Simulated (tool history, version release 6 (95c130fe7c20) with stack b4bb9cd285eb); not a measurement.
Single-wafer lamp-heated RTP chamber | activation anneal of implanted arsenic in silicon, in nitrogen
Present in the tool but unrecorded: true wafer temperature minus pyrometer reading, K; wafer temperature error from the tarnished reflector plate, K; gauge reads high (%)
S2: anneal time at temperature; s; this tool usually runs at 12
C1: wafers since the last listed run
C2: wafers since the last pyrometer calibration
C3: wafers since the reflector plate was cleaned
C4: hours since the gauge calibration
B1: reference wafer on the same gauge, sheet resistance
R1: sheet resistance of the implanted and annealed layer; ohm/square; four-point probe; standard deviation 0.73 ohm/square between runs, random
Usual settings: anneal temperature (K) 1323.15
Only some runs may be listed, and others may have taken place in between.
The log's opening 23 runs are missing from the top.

{"run": 24, "hour": 645.1, "anneal temperature (K)": 1298.15, "S2": 19, "C1": 662, "C2": 2960, "C3": 8246, "C4": 398.3, "B1": 430.98, "R1": 483.33}
{"run": 25, "hour": 676.0, "anneal temperature (K)": 1323.15, "S2": 5, "C1": 687, "C2": 3647, "C3": 8933, "C4": 429.2, "B1": 431.15, "R1": 489.83}
{"run": 26, "hour": 699.6, "anneal temperature (K)": 1295.15, "S2": 8, "C1": 524, "C2": 4172, "C3": 9458, "C4": 452.8, "B1": 431.15, "R1": 491.11}
{"run": 27, "hour": 729.8, "anneal temperature (K)": 1303.15, "S2": 18, "C1": 671, "C2": 4843, "C3": 10130, "C4": 483.0, "B1": 431.05, "R1": 481.67}
{"hour": 750.5, "done": "reflector plate cleaned"}
{"run": 28, "hour": 753.8, "anneal temperature (K)": 1296.15, "S2": 12, "C1": 355, "C2": 5199, "C3": 72, "C4": 507.0, "B1": 430.9, "R1": 487.62}
{"run": 29, "hour": 782.5, "anneal temperature (K)": 1294.15, "S2": 12, "C1": 638, "C2": 5837, "C3": 711, "C4": 535.7, "B1": 430.93, "R1": 488.43}
{"run": 30, "hour": 813.2, "anneal temperature (K)": 1323.15, "S2": 6, "C1": 682, "C2": 6520, "C3": 1393, "C4": 566.4, "B1": 430.98, "R1": 489.03}
{"run": 31, "hour": 837.3, "anneal temperature (K)": 1346.15, "S2": 19, "C1": 535, "C2": 7056, "C3": 1929, "C4": 590.5, "B1": 430.94, "R1": 465.32}
{"hour": 860.8, "done": "pyrometer window cleaned and pyrometer calibrated"}
{"run": 32, "hour": 863.0, "anneal temperature (K)": 1323.15, "S2": 12, "C1": 393, "C2": 48, "C3": 2323, "C4": 616.2, "B1": 431.04, "R1": 484.86}
{"hour": 941.7, "done": "gauge calibrated"}
{"run": 33, "hour": 944.7, "anneal temperature (K)": 1351.15, "S2": 12, "C1": 1816, "C2": 1864, "C3": 4139, "C4": 3.0, "B1": 430.96, "R1": 473.09}
{"run": 34, "hour": 976.5, "anneal temperature (K)": 1323.15, "S2": 12, "C1": 707, "C2": 2571, "C3": 4847, "C4": 34.8, "B1": 431.06, "R1": 482.9}
{"run": 35, "hour": 1004.5, "anneal temperature (K)": 1323.15, "S2": 12, "C1": 622, "C2": 3194, "C3": 5469, "C4": 62.8, "B1": 431.04, "R1": 480.91}
{"run": 36, "hour": 1032.9, "anneal temperature (K)": 1323.15, "S2": 12, "C1": 631, "C2": 3826, "C3": 6101, "C4": 91.2, "B1": 431.07, "R1": 482.85}
{"run": 37, "hour": 1058.9, "anneal temperature (K)": 1293.15, "S2": 18, "C1": 578, "C2": 4404, "C3": 6679, "C4": 117.2, "B1": 431.13, "R1": 485.16}

Here are 4 independent what-if runs from the current tool condition. What would each one return?
{"run": "A", "hour": 1059.3, "anneal temperature (K)": 1323.15, "S2": 14, "C1": 8, "C2": 4413, "C3": 6688, "C4": 117.6, "B1": "?", "R1": "?"}
{"run": "B", "hour": 1059.3, "anneal temperature (K)": 1313.15, "S2": 5, "C1": 8, "C2": 4413, "C3": 6688, "C4": 117.6, "B1": "?", "R1": "?"}
{"run": "C", "hour": 1059.3, "anneal temperature (K)": 1323.15, "S2": 7, "C1": 8, "C2": 4413, "C3": 6688, "C4": 117.6, "B1": "?", "R1": "?"}
{"run": "D", "hour": 1059.3, "anneal temperature (K)": 1339.15, "S2": 17, "C1": 8, "C2": 4413, "C3": 6688, "C4": 117.6, "B1": "?", "R1": "?"}

run=A B1=431.05 R1=479.08
run=B B1=431.05 R1=490.85
run=C B1=431.05 R1=486.56
run=D B1=431.05 R1=470.71
Stripped of hidden state, with their random variation kept, the same runs would have yielded:
run=A R1=481.98
run=B R1=492.36
run=C R1=488.52
run=D R1=474.60
